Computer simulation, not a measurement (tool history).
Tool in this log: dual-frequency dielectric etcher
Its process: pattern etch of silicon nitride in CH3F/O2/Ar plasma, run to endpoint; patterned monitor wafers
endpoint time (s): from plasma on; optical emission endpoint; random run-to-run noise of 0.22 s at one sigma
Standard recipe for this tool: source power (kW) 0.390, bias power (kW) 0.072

run	hour	source power (kW)	bias power (kW)	incoming incoming film thickness, nm	endpoint time (s)
1	0.0	0.390	0.072	34.16	55.0
2	44.8	0.390	0.072	33.74	54.7
3	103.1	0.390	0.072	34.05	54.7
4	166.9	0.390	0.072	34.11	54.8
5	273.7	0.390	0.072	34.56	55.5
6	347.8	0.390	0.072	34.28	54.5
# hour 421.1: wet clean of the chamber
7	627.9	0.390	0.080	33.95	52.8
8	679.9	0.390	0.080	33.76	52.4
9	717.6	0.390	0.072	33.57	53.2
10	783.3	0.390	0.072	34.08	54.2
# hour 795.5: source power generator calibrated
11	841.2	0.390	0.072	34.12	54.0
# hour 905.5: wet clean of the chamber
12	906.0	0.390	0.072	34.36	55.4
13	959.1	0.390	0.072	34.13	54.9
14	1014.8	0.470	0.067	34.09	51.4
15	1087.7	0.300	0.072	34.23	61.6
16	1190.1	0.340	0.072	34.21	57.3
17	1259.0	0.330	0.090	34.07	53.7
18	1337.4	0.390	0.072	33.84	53.5
# hour 1367.3: wet clean of the chamber
# hour 1381.6: upper electrode replaced, of another model than before
19	1401.5	0.390	0.072	34.28	55.6
20	1501.9	0.320	0.061	33.51	63.1
# hour 1570.8: bias power generator calibrated
21	1581.6	0.430	0.083	33.77	49.6
22	1647.9	0.340	0.088	33.88	56.6
23	1725.3	0.390	0.072	34.40	54.9
24	1791.5	0.390	0.056	34.43	57.1
# hour 1825.6: wet clean of the chamber
25	1874.7	0.300	0.078	33.83	64.3
26	1950.9	0.310	0.083	33.73	61.2
27	2027.5	0.420	0.085	34.32	50.8

Branching from run 27: 4 alternative next runs. What would each branch give?
A	2027.9	0.390	0.072	34.25	?
B	2027.9	0.470	0.062	34.25	?
C	2027.9	0.450	0.072	34.25	?
D	2027.9	0.470	0.060	34.25	?

run	endpoint time (s)
A	54.9
B	50.6
C	50.5
D	50.9
Take away the tool's hidden state, keep each run's random variation, and the runs would have read:
run	endpoint time (s)
A	55.3
B	51.0
C	50.8
D	51.3
